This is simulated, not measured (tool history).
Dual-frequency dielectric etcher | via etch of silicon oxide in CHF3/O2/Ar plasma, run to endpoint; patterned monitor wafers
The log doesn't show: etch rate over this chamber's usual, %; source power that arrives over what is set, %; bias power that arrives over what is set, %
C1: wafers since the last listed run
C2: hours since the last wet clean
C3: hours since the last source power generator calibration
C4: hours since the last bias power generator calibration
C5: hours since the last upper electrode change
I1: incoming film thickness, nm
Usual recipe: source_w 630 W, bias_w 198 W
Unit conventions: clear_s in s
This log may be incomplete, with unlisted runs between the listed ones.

run 1 hour=0 | source_w=630 bias_w=167 | C1=0 C2=431.3 C3=2846.8 C4=922.6 C5=2332.7 | I1=662.7 | clear_s=361.5
-- hour=11.4 wet clean of the chamber
run 2 hour=60.7 | source_w=630 bias_w=167 | C1=185 C2=49.3 C3=2907.5 C4=983.3 C5=2393.4 | I1=659.6 | clear_s=351.9
run 3 hour=88.8 | source_w=630 bias_w=198 | C1=105 C2=77.4 C3=2935.6 C4=1011.4 C5=2421.5 | I1=661.3 | clear_s=333.5
run 4 hour=128.8 | source_w=630 bias_w=198 | C1=150 C2=117.4 C3=2975.6 C4=1051.4 C5=2461.5 | I1=654.8 | clear_s=332.6
run 5 hour=154.5 | source_w=580 bias_w=198 | C1=96 C2=143.1 C3=3001.3 C4=1077.1 C5=2487.2 | I1=659.4 | clear_s=342.3
run 6 hour=211.8 | source_w=580 bias_w=198 | C1=215 C2=200.4 C3=3058.6 C4=1134.4 C5=2544.5 | I1=655 | clear_s=344.8
run 7 hour=269.2 | source_w=580 bias_w=198 | C1=215 C2=257.8 C3=3116 C4=1191.8 C5=2601.9 | I1=665.5 | clear_s=351.2
run 8 hour=311.1 | source_w=560 bias_w=198 | C1=157 C2=299.7 C3=3157.9 C4=1233.7 C5=2643.8 | I1=651.7 | clear_s=348.6
-- hour=415.7 wet clean of the chamber
-- hour=435.1 upper electrode replaced
run 9 hour=523 | source_w=560 bias_w=198 | C1=633 C2=107.3 C3=3369.8 C4=1445.6 C5=87.9 | I1=664.3 | clear_s=348.8
run 10 hour=560.8 | source_w=630 bias_w=198 | C1=142 C2=145.1 C3=3407.6 C4=1483.4 C5=125.7 | I1=660.6 | clear_s=335
-- hour=576.7 bias power generator calibrated
-- hour=618.7 source power generator calibrated
run 11 hour=625.8 | source_w=630 bias_w=198 | C1=214 C2=210.1 C3=7.1 C4=49.1 C5=190.7 | I1=656.9 | clear_s=329.1
run 12 hour=659 | source_w=760 bias_w=198 | C1=124 C2=243.3 C3=40.3 C4=82.3 C5=223.9 | I1=659.2 | clear_s=311.6
run 13 hour=711.7 | source_w=710 bias_w=198 | C1=198 C2=296 C3=93 C4=135 C5=276.6 | I1=651.5 | clear_s=318.5
run 14 hour=753.8 | source_w=630 bias_w=198 | C1=158 C2=338.1 C3=135.1 C4=177.1 C5=318.7 | I1=649.2 | clear_s=330.9
-- hour=876.5 wet clean of the chamber
run 15 hour=934.5 | source_w=790 bias_w=244 | C1=588 C2=58 C3=315.8 C4=357.8 C5=499.4 | I1=657.9 | clear_s=287.2
run 16 hour=964.1 | source_w=690 bias_w=174 | C1=111 C2=87.6 C3=345.4 C4=387.4 C5=529 | I1=651.9 | clear_s=331.7
run 17 hour=1026.7 | source_w=590 bias_w=198 | C1=235 C2=150.2 C3=408 C4=450 C5=591.6 | I1=649.1 | clear_s=338.1
run 18 hour=1093.1 | source_w=680 bias_w=234 | C1=249 C2=216.6 C3=474.4 C4=516.4 C5=658 | I1=663.9 | clear_s=311.7
run 19 hour=1139.1 | source_w=740 bias_w=154 | C1=172 C2=262.6 C3=520.4 C4=562.4 C5=704 | I1=653.8 | clear_s=343.2
run 20 hour=1195 | source_w=690 bias_w=198 | C1=210 C2=318.5 C3=576.3 C4=618.3 C5=759.9 | I1=661.1 | clear_s=331.3
-- hour=1236.9 wet clean of the chamber
run 21 hour=1252.1 | source_w=630 bias_w=198 | C1=124 C2=15.2 C3=633.4 C4=675.4 C5=817 | I1=665.3 | clear_s=331.4

How would selected steps in clear_s from run to run divide? Give the signed amount a tool lacking its hidden state would still show from settings, what came in and random variation, and the signed amount left for the hidden state, including any gauge scatter that is not in both of the compared results.
Run 1 -> 2: wet clean of the chamber. clear_s -9.6 s: hidden state -9.8, all else +0.2.
Run 14 -> 15: source_w 630 -> 790, bias_w 198 -> 244, wet clean of the chamber. clear_s -43.7 s: hidden state -3.7, all else -40.
Run 15 -> 16: source_w 790 -> 690, bias_w 244 -> 174. clear_s +44.5 s: hidden state +1.6, all else +42.9.
Run 20 -> 21: source_w 690 -> 630, wet clean of the chamber. clear_s +0.1 s: hidden state -9.8, all else +9.9.
